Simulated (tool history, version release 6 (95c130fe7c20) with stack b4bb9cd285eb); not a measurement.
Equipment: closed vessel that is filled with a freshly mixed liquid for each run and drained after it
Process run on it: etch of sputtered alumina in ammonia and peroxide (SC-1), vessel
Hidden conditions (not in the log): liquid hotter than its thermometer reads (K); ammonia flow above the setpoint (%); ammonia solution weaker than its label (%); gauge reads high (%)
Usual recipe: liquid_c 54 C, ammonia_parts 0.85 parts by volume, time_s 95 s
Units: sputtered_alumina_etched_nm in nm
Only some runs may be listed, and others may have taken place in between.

| run | day | liquid_c | ammonia_parts | time_s | wafers since the last listed run | hours since the thermometer was replaced | hours since the ammonia flow meter was replaced | hours since the drum of ammonia solution was connected | hours since the gauge calibration | read-back film thickness of the sputtered alumina reference wafer, read on the same gauge (nm) | sputtered_alumina_etched_nm |
|---|---|---|---|---|---|---|---|---|---|---|---|
| 1 | 0 | 54 | 0.85 | 125 | 0 | 2644.7 | 2194.9 | 223.1 | 283.8 | 60.05 | 11.81 |
| 2 | 0.883 | 54 | 1 | 95 | 2905 | 2665.9 | 2216.1 | 244.3 | 305 | 60 | 9.09 |
| 3 | 2.154 | 54 | 1 | 95 | 4179 | 2696.4 | 2246.6 | 274.8 | 335.5 | 60.01 | 9.15 |
| 4 | 3.158 | 54 | 1 | 95 | 3302 | 2720.5 | 2270.7 | 298.9 | 359.6 | 59.99 | 9.1 |
| 5 | 4.333 | 54 | 0.85 | 95 | 3864 | 2748.7 | 2298.9 | 327.1 | 387.8 | 59.99 | 9.04 |
| 6 | 5.579 | 54 | 0.85 | 95 | 4097 | 2778.6 | 2328.8 | 357 | 417.7 | 59.99 | 9.01 |
| 7 | 6.108 | 54 | 1.1 | 95 | 1740 | 2791.3 | 2341.5 | 369.7 | 430.4 | 60.01 | 9.18 |
|  | 6.933 | new drum of ammonia solution connected |
| 8 | 7.108 | 54 | 0.85 | 95 | 3151 | 2815.3 | 2365.5 | 4.2 | 454.4 | 60.02 | 9.03 |
| 9 | 8.262 | 54 | 0.85 | 95 | 3796 | 2843 | 2393.2 | 31.9 | 482.1 | 59.99 | 9.09 |
| 10 | 9.012 | 54 | 0.85 | 95 | 2466 | 2861 | 2411.2 | 49.9 | 500.1 | 60 | 9.11 |
| 11 | 10.092 | 54 | 0.85 | 95 | 3549 | 2886.9 | 2437.1 | 75.8 | 526 | 60.05 | 9.08 |
|  | 11.071 | thermometer replaced |
| 12 | 11.133 | 61.5 | 0.85 | 95 | 3289 | 1.5 | 2462.1 | 100.8 | 551 | 60 | 11.64 |
| 13 | 12.296 | 54 | 0.85 | 95 | 3823 | 29.4 | 2490 | 128.7 | 578.9 | 59.95 | 7.83 |
| 14 | 13.596 | 54 | 0.55 | 95 | 4275 | 60.6 | 2521.2 | 159.9 | 610.1 | 59.98 | 7.58 |
|  | 14.208 | ammonia flow meter replaced |
| 15 | 14.596 | 60.5 | 1.2 | 125 | 3151 | 84.6 | 9.3 | 183.9 | 634.1 | 60.02 | 15.28 |
| 16 | 15.662 | 54 | 0.85 | 95 | 3508 | 110.2 | 34.9 | 209.5 | 659.7 | 60 | 7.91 |
|  | 16.112 | gauge calibrated |
| 17 | 19.892 | 44.5 | 0.85 | 110 | 13909 | 211.7 | 136.4 | 311 | 90.7 | 59.99 | 5.43 |
| 18 | 20.688 | 51 | 0.75 | 125 | 2617 | 230.8 | 155.5 | 330.1 | 109.8 | 60 | 8.82 |
| 19 | 21.775 | 63.5 | 0.45 | 95 | 3576 | 256.9 | 181.6 | 356.2 | 135.9 | 59.99 | 12.16 |
|  | 22.554 | new drum of ammonia solution connected |
| 20 | 23.054 | 54 | 0.85 | 95 | 4070 | 287.6 | 212.3 | 12 | 166.6 | 59.98 | 7.84 |
| 21 | 24.35 | 46.5 | 1.15 | 60 | 4262 | 318.7 | 243.4 | 43.1 | 197.7 | 60 | 3.46 |

Estimate the outcome of run 22 from the log above:
| 22 | 25.821 | 50.5 | 1.05 | 95 | 4837 | 354 | 278.7 | 78.4 | 233 | ? | ? |

read-back film thickness of the sputtered alumina reference wafer, read on the same gauge (nm): 60
sputtered_alumina_etched_nm: 6.68 nm
Were there no unlogged condition in the tool, this run, its random variation unchanged, would have produced sputtered_alumina_etched_nm 6.52 nm.

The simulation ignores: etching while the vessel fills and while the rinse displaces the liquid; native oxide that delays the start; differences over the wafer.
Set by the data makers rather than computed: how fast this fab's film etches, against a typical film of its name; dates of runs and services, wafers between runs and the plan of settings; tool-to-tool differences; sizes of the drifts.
